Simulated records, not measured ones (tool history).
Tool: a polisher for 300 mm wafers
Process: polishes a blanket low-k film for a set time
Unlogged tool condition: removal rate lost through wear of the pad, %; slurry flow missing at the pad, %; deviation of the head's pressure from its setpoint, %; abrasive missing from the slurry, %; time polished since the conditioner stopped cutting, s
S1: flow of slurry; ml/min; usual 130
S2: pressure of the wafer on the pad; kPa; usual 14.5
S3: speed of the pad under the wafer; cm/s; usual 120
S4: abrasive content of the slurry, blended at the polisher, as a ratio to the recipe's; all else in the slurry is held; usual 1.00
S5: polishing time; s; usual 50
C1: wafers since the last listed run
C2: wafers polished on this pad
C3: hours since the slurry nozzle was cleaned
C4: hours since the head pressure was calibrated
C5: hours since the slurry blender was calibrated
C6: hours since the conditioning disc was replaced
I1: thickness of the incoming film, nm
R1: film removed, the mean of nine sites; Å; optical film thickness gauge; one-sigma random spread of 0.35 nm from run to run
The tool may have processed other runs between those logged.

run 1 day=0.000 | S1=130 S2=11.7 S3=120 S4=1.25 S5=50 | C1=0 C2=180 C3=795.3 C4=370.0 C5=276.4 C6=7.5 | I1=474.9 | R1=255
run 2 day=0.721 | S1=130 S2=14.5 S3=136 S4=1.00 S5=50 | C1=158 C2=338 C3=812.6 C4=387.3 C5=293.7 C6=24.8 | I1=472.0 | R1=298
run 3 day=1.325 | S1=130 S2=14.5 S3=136 S4=1.00 S5=50 | C1=132 C2=471 C3=827.1 C4=401.8 C5=308.2 C6=39.3 | I1=469.4 | R1=300
-- day=1.525 slurry blender recalibrated
run 4 day=1.846 | S1=130 S2=14.5 S3=120 S4=1.00 S5=50 | C1=95 C2=567 C3=839.6 C4=414.3 C5=7.7 C6=51.8 | I1=471.1 | R1=270
run 5 day=2.567 | S1=130 S2=11.7 S3=102 S4=1.00 S5=45 | C1=158 C2=725 C3=856.9 C4=431.6 C5=25.0 C6=69.1 | I1=475.8 | R1=167
run 6 day=3.296 | S1=130 S2=14.5 S3=120 S4=1.00 S5=50 | C1=159 C2=885 C3=874.4 C4=449.1 C5=42.5 C6=86.6 | I1=470.8 | R1=252
run 7 day=4.800 | S1=130 S2=14.5 S3=120 S4=1.00 S5=50 | C1=329 C2=1215 C3=910.5 C4=485.2 C5=78.6 C6=122.7 | I1=473.0 | R1=236
-- day=5.100 worn pad replaced by a new one
run 8 day=5.121 | S1=130 S2=11.0 S3=120 S4=1.00 S5=50 | C1=33 C2=4 C3=918.2 C4=492.9 C5=86.3 C6=130.4 | I1=469.4 | R1=210
run 9 day=5.575 | S1=130 S2=10.3 S3=120 S4=1.20 S5=50 | C1=99 C2=104 C3=929.1 C4=503.8 C5=97.2 C6=141.3 | I1=477.3 | R1=211
run 10 day=5.996 | S1=130 S2=14.5 S3=120 S4=1.00 S5=61 | C1=92 C2=196 C3=939.2 C4=513.9 C5=107.3 C6=151.4 | I1=471.8 | R1=323
-- day=6.038 slurry nozzle cleaned
run 11 day=6.400 | S1=130 S2=14.5 S3=120 S4=1.10 S5=50 | C1=79 C2=275 C3=8.7 C4=523.6 C5=117.0 C6=161.1 | I1=468.3 | R1=306
run 12 day=7.092 | S1=170 S2=14.5 S3=108 S4=1.00 S5=38 | C1=151 C2=427 C3=25.3 C4=540.2 C5=133.6 C6=177.7 | I1=480.9 | R1=208
-- day=7.733 head pressure recalibrated
run 13 day=7.754 | S1=130 S2=14.5 S3=152 S4=1.00 S5=60 | C1=127 C2=554 C3=41.2 C4=0.5 C5=149.5 C6=193.6 | I1=472.4 | R1=424
run 14 day=8.096 | S1=130 S2=14.5 S3=120 S4=1.00 S5=50 | C1=74 C2=629 C3=49.4 C4=8.7 C5=157.7 C6=201.8 | I1=465.5 | R1=287
run 15 day=8.508 | S1=160 S2=12.4 S3=120 S4=1.00 S5=65 | C1=90 C2=720 C3=59.3 C4=18.6 C5=167.6 C6=211.7 | I1=466.0 | R1=324
-- day=9.125 conditioning disc replaced and pad reconditioned
run 16 day=9.783 | S1=130 S2=14.5 S3=104 S4=1.00 S5=50 | C1=261 C2=981 C3=89.9 C4=49.2 C5=198.2 C6=15.8 | I1=463.4 | R1=243
-- day=10.354 worn pad replaced by a new one
run 17 day=10.375 | S1=130 S2=14.5 S3=120 S4=1.00 S5=50 | C1=93 C2=4 C3=104.1 C4=63.4 C5=212.4 C6=30.0 | I1=469.2 | R1=294
run 18 day=10.633 | S1=130 S2=14.5 S3=120 S4=1.00 S5=50 | C1=56 C2=61 C3=110.3 C4=69.6 C5=218.6 C6=36.2 | I1=465.5 | R1=296
run 19 day=11.338 | S1=165 S2=16.5 S3=120 S4=0.75 S5=66 | C1=154 C2=216 C3=127.2 C4=86.5 C5=235.5 C6=53.1 | I1=464.1 | R1=382
run 20 day=12.679 | S1=130 S2=14.5 S3=120 S4=1.00 S5=50 | C1=294 C2=510 C3=159.4 C4=118.7 C5=267.7 C6=85.3 | I1=469.5 | R1=286
-- day=12.862 slurry blender recalibrated
run 21 day=13.262 | S1=145 S2=14.5 S3=120 S4=0.85 S5=50 | C1=109 C2=620 C3=173.4 C4=132.7 C5=9.6 C6=99.3 | I1=465.8 | R1=261
run 22 day=13.654 | S1=130 S2=16.5 S3=144 S4=1.00 S5=50 | C1=85 C2=705 C3=182.8 C4=142.1 C5=19.0 C6=108.7 | I1=477.2 | R1=374
run 23 day=14.100 | S1=130 S2=9.7 S3=120 S4=1.00 S5=50 | C1=97 C2=803 C3=193.5 C4=152.8 C5=29.7 C6=119.4 | I1=466.3 | R1=187
run 24 day=14.696 | S1=130 S2=19.3 S3=86 S4=1.00 S5=50 | C1=130 C2=934 C3=207.8 C4=167.1 C5=44.0 C6=133.7 | I1=472.5 | R1=278
run 25 day=15.350 | S1=110 S2=14.5 S3=108 S4=1.20 S5=50 | C1=143 C2=1077 C3=223.5 C4=182.8 C5=59.7 C6=149.4 | I1=469.6 | R1=263

What if the next run were any one of these 5? Each begins from the tool's condition after run 25:
run A day=15.367 | S1=130 S2=14.5 S3=120 S4=1.00 S5=50 | C1=3 C2=1081 C3=223.9 C4=183.2 C5=60.1 C6=149.8 | I1=467.0 | R1=?
run B day=15.367 | S1=130 S2=14.5 S3=94 S4=1.00 S5=50 | C1=3 C2=1081 C3=223.9 C4=183.2 C5=60.1 C6=149.8 | I1=467.0 | R1=?
run C day=15.367 | S1=105 S2=14.5 S3=120 S4=0.90 S5=62 | C1=3 C2=1081 C3=223.9 C4=183.2 C5=60.1 C6=149.8 | I1=467.0 | R1=?
run D day=15.367 | S1=110 S2=17.2 S3=120 S4=1.30 S5=50 | C1=3 C2=1081 C3=223.9 C4=183.2 C5=60.1 C6=149.8 | I1=467.0 | R1=?
run E day=15.367 | S1=85 S2=14.5 S3=134 S4=0.70 S5=50 | C1=3 C2=1081 C3=223.9 C4=183.2 C5=60.1 C6=149.8 | I1=467.0 | R1=?

run=A R1=269
run=B R1=221
run=C R1=306
run=D R1=348
run=E R1=226
With no hidden state in the tool, these same runs would have given:
run=A R1=301
run=B R1=247
run=C R1=343
run=D R1=390
run=E R1=254
